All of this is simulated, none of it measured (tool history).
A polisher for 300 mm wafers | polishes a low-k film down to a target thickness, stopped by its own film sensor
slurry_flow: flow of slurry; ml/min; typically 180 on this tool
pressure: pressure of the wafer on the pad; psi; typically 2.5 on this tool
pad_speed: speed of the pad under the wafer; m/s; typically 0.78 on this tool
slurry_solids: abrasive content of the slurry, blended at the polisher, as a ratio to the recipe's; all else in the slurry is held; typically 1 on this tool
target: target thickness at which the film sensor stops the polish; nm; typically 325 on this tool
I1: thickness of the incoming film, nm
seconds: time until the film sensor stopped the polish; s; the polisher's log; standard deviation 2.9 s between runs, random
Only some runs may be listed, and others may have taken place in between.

run 1 hour=0 | slurry_flow=180 pressure=1.8 pad_speed=0.78 slurry_solids=1.1 target=308 | I1=396.9 | seconds=314.5
run 2 hour=85.3 | slurry_flow=215 pressure=2.5 pad_speed=0.86 slurry_solids=0.75 target=325 | I1=390 | seconds=220.8
-- hour=133.8 slurry nozzle cleaned
run 3 hour=142.1 | slurry_flow=180 pressure=2.5 pad_speed=0.78 slurry_solids=1.25 target=304 | I1=395.2 | seconds=226.5
-- hour=175.4 head pressure recalibrated
run 4 hour=213.2 | slurry_flow=180 pressure=2.5 pad_speed=0.7 slurry_solids=1 target=325 | I1=386.6 | seconds=189.6
run 5 hour=277.5 | slurry_flow=180 pressure=2.5 pad_speed=0.78 slurry_solids=1 target=325 | I1=389.5 | seconds=188.4
run 6 hour=339.5 | slurry_flow=180 pressure=2.5 pad_speed=0.9 slurry_solids=1 target=325 | I1=389.6 | seconds=175.9
-- hour=437.3 worn pad replaced by a new one
run 7 hour=443.1 | slurry_flow=200 pressure=2.5 pad_speed=0.68 slurry_solids=1 target=325 | I1=390.5 | seconds=188.4
run 8 hour=521.2 | slurry_flow=180 pressure=2.5 pad_speed=0.78 slurry_solids=1 target=325 | I1=392.1 | seconds=185.3
-- hour=566.1 conditioning disc replaced and pad reconditioned
-- hour=572.1 slurry blender recalibrated
run 9 hour=585.7 | slurry_flow=180 pressure=2.8 pad_speed=0.78 slurry_solids=1 target=325 | I1=381.3 | seconds=136.3
run 10 hour=666.8 | slurry_flow=180 pressure=2.5 pad_speed=1.04 slurry_solids=1 target=325 | I1=395.1 | seconds=160.4
run 11 hour=736.4 | slurry_flow=180 pressure=2.5 pad_speed=0.78 slurry_solids=1 target=325 | I1=388.1 | seconds=174.8
run 12 hour=782.8 | slurry_flow=150 pressure=2.5 pad_speed=0.86 slurry_solids=1 target=325 | I1=388.5 | seconds=160.6
run 13 hour=825.5 | slurry_flow=130 pressure=2.5 pad_speed=0.98 slurry_solids=1 target=325 | I1=384.5 | seconds=147.2
-- hour=893.1 slurry nozzle cleaned
run 14 hour=906.3 | slurry_flow=155 pressure=2.5 pad_speed=0.78 slurry_solids=1 target=325 | I1=396.1 | seconds=196.7
run 15 hour=979 | slurry_flow=180 pressure=2.5 pad_speed=0.78 slurry_solids=1 target=325 | I1=393 | seconds=191.7
-- hour=985.5 head pressure recalibrated
run 16 hour=1051.8 | slurry_flow=180 pressure=2.5 pad_speed=0.78 slurry_solids=1 target=325 | I1=388.5 | seconds=185.1
run 17 hour=1130.9 | slurry_flow=235 pressure=2.5 pad_speed=0.54 slurry_solids=1 target=325 | I1=388.9 | seconds=224
run 18 hour=1189 | slurry_flow=220 pressure=1.8 pad_speed=0.78 slurry_solids=1 target=325 | I1=387.3 | seconds=253.4
run 19 hour=1280.4 | slurry_flow=180 pressure=2.8 pad_speed=0.78 slurry_solids=1 target=325 | I1=383.5 | seconds=167.1
-- hour=1285.5 slurry blender recalibrated
run 20 hour=1324.9 | slurry_flow=225 pressure=1.8 pad_speed=0.94 slurry_solids=1 target=325 | I1=392.1 | seconds=261.5
-- hour=1359.8 conditioning disc replaced and pad reconditioned
run 21 hour=1375.3 | slurry_flow=180 pressure=2.5 pad_speed=0.78 slurry_solids=1 target=325 | I1=387.8 | seconds=205.4
-- hour=1381.2 worn pad replaced by a new one
run 22 hour=1429.4 | slurry_flow=180 pressure=3.1 pad_speed=0.62 slurry_solids=0.8 target=341 | I1=392.8 | seconds=159.7
run 23 hour=1705.7 | slurry_flow=180 pressure=2.5 pad_speed=0.78 slurry_solids=1 target=325 | I1=394.3 | seconds=191.4
-- hour=1738.2 slurry nozzle cleaned
run 24 hour=1779.4 | slurry_flow=165 pressure=2.1 pad_speed=0.78 slurry_solids=1 target=325 | I1=389.7 | seconds=220.1

Hidden state or all else? Some run-to-run changes of seconds, split into what the settings, what came in and random variation would give without the hidden state, and what is left for the hidden state (with any gauge scatter that isn't in both results):
The hidden state here: removal rate lost through wear of the pad, %; slurry flow missing at the pad, %; deviation of the head's pressure from its setpoint, %; abrasive missing from the slurry, %; time polished since the conditioner stopped cutting, s.
Run 1 -> 2: slurry_flow 180 -> 215, pressure 1.8 -> 2.5, pad_speed 0.78 -> 0.86, slurry_solids 1.1 -> 0.75, target 308 -> 325. seconds -93.7 s: hidden state -0.2, all else -93.5.
Run 19 -> 20: slurry_flow 180 -> 225, pressure 2.8 -> 1.8, pad_speed 0.78 -> 0.94, slurry blender recalibrated. seconds +94.4 s: hidden state +18.2, all else +76.2.
Run 21 -> 22: pressure 2.5 -> 3.1, pad_speed 0.78 -> 0.62, slurry_solids 1 -> 0.8, target 325 -> 341, worn pad replaced by a new one. seconds -45.7 s: hidden state -35.1, all else -10.6.
